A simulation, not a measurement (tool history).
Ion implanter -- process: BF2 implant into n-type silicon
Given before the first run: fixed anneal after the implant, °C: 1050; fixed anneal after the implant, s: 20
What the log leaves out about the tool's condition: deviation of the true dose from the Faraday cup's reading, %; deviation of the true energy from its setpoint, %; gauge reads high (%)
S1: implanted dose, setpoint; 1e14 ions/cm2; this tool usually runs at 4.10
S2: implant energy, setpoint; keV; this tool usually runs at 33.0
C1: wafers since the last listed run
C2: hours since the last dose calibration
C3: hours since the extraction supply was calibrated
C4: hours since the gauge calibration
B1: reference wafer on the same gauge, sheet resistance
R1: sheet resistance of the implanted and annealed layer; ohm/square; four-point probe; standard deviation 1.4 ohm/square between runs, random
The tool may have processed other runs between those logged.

{"run": 1, "hour": 0.0, "S1": 4.1, "S2": 33.0, "C1": 0, "C2": 320.9, "C3": 4092.7, "C4": 186.7, "B1": 283.97, "R1": 320.02}
{"run": 2, "hour": 17.0, "S1": 4.1, "S2": 33.0, "C1": 289, "C2": 337.9, "C3": 4109.7, "C4": 203.7, "B1": 284.22, "R1": 319.35}
{"run": 3, "hour": 30.4, "S1": 4.99, "S2": 33.0, "C1": 228, "C2": 351.3, "C3": 4123.1, "C4": 217.1, "B1": 284.48, "R1": 271.14}
{"run": 4, "hour": 64.9, "S1": 4.99, "S2": 33.0, "C1": 588, "C2": 385.8, "C3": 4157.6, "C4": 251.6, "B1": 283.99, "R1": 270.19}
{"run": 5, "hour": 82.3, "S1": 4.1, "S2": 41.0, "C1": 296, "C2": 403.2, "C3": 4175.0, "C4": 269.0, "B1": 284.01, "R1": 314.46}
{"run": 6, "hour": 108.1, "S1": 4.1, "S2": 41.0, "C1": 439, "C2": 429.0, "C3": 4200.8, "C4": 294.8, "B1": 284.12, "R1": 317.5}
{"run": 7, "hour": 132.7, "S1": 3.39, "S2": 33.0, "C1": 419, "C2": 453.6, "C3": 4225.4, "C4": 319.4, "B1": 283.67, "R1": 375.74}
{"run": 8, "hour": 152.1, "S1": 3.44, "S2": 33.0, "C1": 330, "C2": 473.0, "C3": 4244.8, "C4": 338.8, "B1": 283.82, "R1": 370.6}
{"run": 9, "hour": 174.3, "S1": 4.1, "S2": 33.0, "C1": 378, "C2": 495.2, "C3": 4267.0, "C4": 361.0, "B1": 284.13, "R1": 319.63}
{"run": 10, "hour": 206.9, "S1": 4.1, "S2": 33.0, "C1": 555, "C2": 527.8, "C3": 4299.6, "C4": 393.6, "B1": 283.75, "R1": 320.4}
{"run": 11, "hour": 221.8, "S1": 4.1, "S2": 33.0, "C1": 254, "C2": 542.7, "C3": 4314.5, "C4": 408.5, "B1": 283.99, "R1": 317.45}
{"run": 12, "hour": 255.7, "S1": 4.1, "S2": 33.0, "C1": 578, "C2": 576.6, "C3": 4348.4, "C4": 442.4, "B1": 284.05, "R1": 322.88}
{"run": 13, "hour": 272.9, "S1": 4.1, "S2": 33.0, "C1": 293, "C2": 593.8, "C3": 4365.6, "C4": 459.6, "B1": 283.73, "R1": 316.93}
{"run": 14, "hour": 308.2, "S1": 4.1, "S2": 33.0, "C1": 601, "C2": 629.1, "C3": 4400.9, "C4": 494.9, "B1": 283.92, "R1": 320.26}
{"hour": 336.6, "done": "extraction supply calibrated"}
{"run": 15, "hour": 337.1, "S1": 4.1, "S2": 33.0, "C1": 356, "C2": 658.0, "C3": 0.5, "C4": 523.8, "B1": 284.14, "R1": 317.3}
{"run": 16, "hour": 365.4, "S1": 4.1, "S2": 33.0, "C1": 482, "C2": 686.3, "C3": 28.8, "C4": 552.1, "B1": 284.1, "R1": 319.99}
{"run": 17, "hour": 395.9, "S1": 3.37, "S2": 43.5, "C1": 520, "C2": 716.8, "C3": 59.3, "C4": 582.6, "B1": 283.9, "R1": 367.9}
{"hour": 401.6, "done": "gauge calibrated"}
{"run": 18, "hour": 408.3, "S1": 4.1, "S2": 33.0, "C1": 211, "C2": 729.2, "C3": 71.7, "C4": 6.7, "B1": 283.81, "R1": 319.89}
{"run": 19, "hour": 430.8, "S1": 3.35, "S2": 28.0, "C1": 383, "C2": 751.7, "C3": 94.2, "C4": 29.2, "B1": 284.01, "R1": 387.7}
{"run": 20, "hour": 466.4, "S1": 4.7, "S2": 33.0, "C1": 607, "C2": 787.3, "C3": 129.8, "C4": 64.8, "B1": 283.81, "R1": 285.16}
{"run": 21, "hour": 494.0, "S1": 4.1, "S2": 43.5, "C1": 470, "C2": 814.9, "C3": 157.4, "C4": 92.4, "B1": 283.97, "R1": 313.58}

Run 22, settings as shown, results not yet in. Your forecast:
{"hour": 503.3, "done": "Faraday cup replaced and dose calibrated"}
{"run": 22, "hour": 527.7, "S1": 4.75, "S2": 33.0, "C1": 438, "C2": 24.4, "C3": 191.1, "C4": 126.1, "B1": "?", "R1": "?"}

Run 22 came out at B1 284.04, R1 283.09 ohm/square.
Take away the tool's hidden state, keep the run-to-run variation as it was, and the same run would have given R1 283.09 ohm/square.
